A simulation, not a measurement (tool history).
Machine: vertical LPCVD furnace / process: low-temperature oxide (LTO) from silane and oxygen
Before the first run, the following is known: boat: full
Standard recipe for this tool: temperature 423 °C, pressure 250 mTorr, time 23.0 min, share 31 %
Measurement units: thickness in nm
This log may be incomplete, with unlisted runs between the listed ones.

| run | hour | temperature | pressure | time | share | read-back reference wafer on the same gauge, thickness | thickness |
|---|---|---|---|---|---|---|---|
| 1 | 0.0 | 423 | 295 | 23.0 | 33 | 232.96 | 281.47 |
| 2 | 58.4 | 423 | 295 | 23.0 | 33 | 233.00 | 282.94 |
| 3 | 80.9 | 423 | 285 | 23.0 | 31 | 233.10 | 250.81 |
| 4 | 95.2 | 429 | 250 | 23.0 | 28 | 232.92 | 204.69 |
| 5 | 109.8 | 423 | 250 | 23.0 | 31 | 232.85 | 220.41 |
| 6 | 142.3 | 423 | 250 | 23.0 | 31 | 233.04 | 220.29 |
|  | 170.9 | thermocouples replaced and temperature profile calibrated |
| 7 | 176.2 | 423 | 250 | 23.0 | 31 | 233.08 | 221.12 |
|  | 203.9 | silane flow controller replaced |
| 8 | 204.4 | 423 | 250 | 23.0 | 31 | 233.09 | 227.07 |
|  | 228.5 | pressure gauge zeroed |
| 9 | 229.0 | 423 | 250 | 23.0 | 31 | 233.07 | 227.48 |
|  | 276.3 | silane flow controller replaced, repeated, since the last time left the tool worse |
| 10 | 276.8 | 423 | 250 | 23.0 | 31 | 232.81 | 211.43 |
| 11 | 287.7 | 418 | 305 | 23.0 | 31 | 233.04 | 244.54 |
| 12 | 314.4 | 435 | 305 | 26.0 | 34 | 232.95 | 372.73 |
|  | 342.1 | gauge calibrated |
| 13 | 345.2 | 423 | 250 | 23.0 | 31 | 232.97 | 211.51 |
| 14 | 362.2 | 416 | 250 | 27.0 | 31 | 233.03 | 229.60 |
| 15 | 383.9 | 423 | 250 | 32.0 | 31 | 233.14 | 294.43 |
| 16 | 402.9 | 416 | 250 | 15.5 | 26 | 233.04 | 102.26 |
| 17 | 416.8 | 435 | 310 | 18.0 | 29 | 232.91 | 213.51 |
| 18 | 429.2 | 423 | 250 | 16.0 | 28 | 233.15 | 127.92 |
| 19 | 450.0 | 423 | 250 | 23.0 | 31 | 232.90 | 211.63 |

Alternative continuations, all from the tool just after run 19; predict every row:
| A | 453.4 | 423 | 250 | 23.0 | 31 | ? | ? |
| B | 453.4 | 423 | 250 | 16.5 | 31 | ? | ? |
| C | 453.4 | 429 | 295 | 23.0 | 36 | ? | ? |
| D | 453.4 | 412 | 280 | 17.0 | 26 | ? | ? |
| E | 453.4 | 423 | 250 | 27.0 | 31 | ? | ? |

| run | read-back reference wafer on the same gauge, thickness | thickness |
|---|---|---|
| A | 232.96 | 212.52 |
| B | 232.96 | 152.46 |
| C | 232.96 | 324.57 |
| D | 232.96 | 120.28 |
| E | 232.96 | 249.48 |
Stripped of hidden state, with their random variation kept, the same runs would have yielded:
| run | thickness |
|---|---|
| A | 212.87 |
| B | 152.71 |
| C | 325.01 |
| D | 120.52 |
| E | 249.89 |
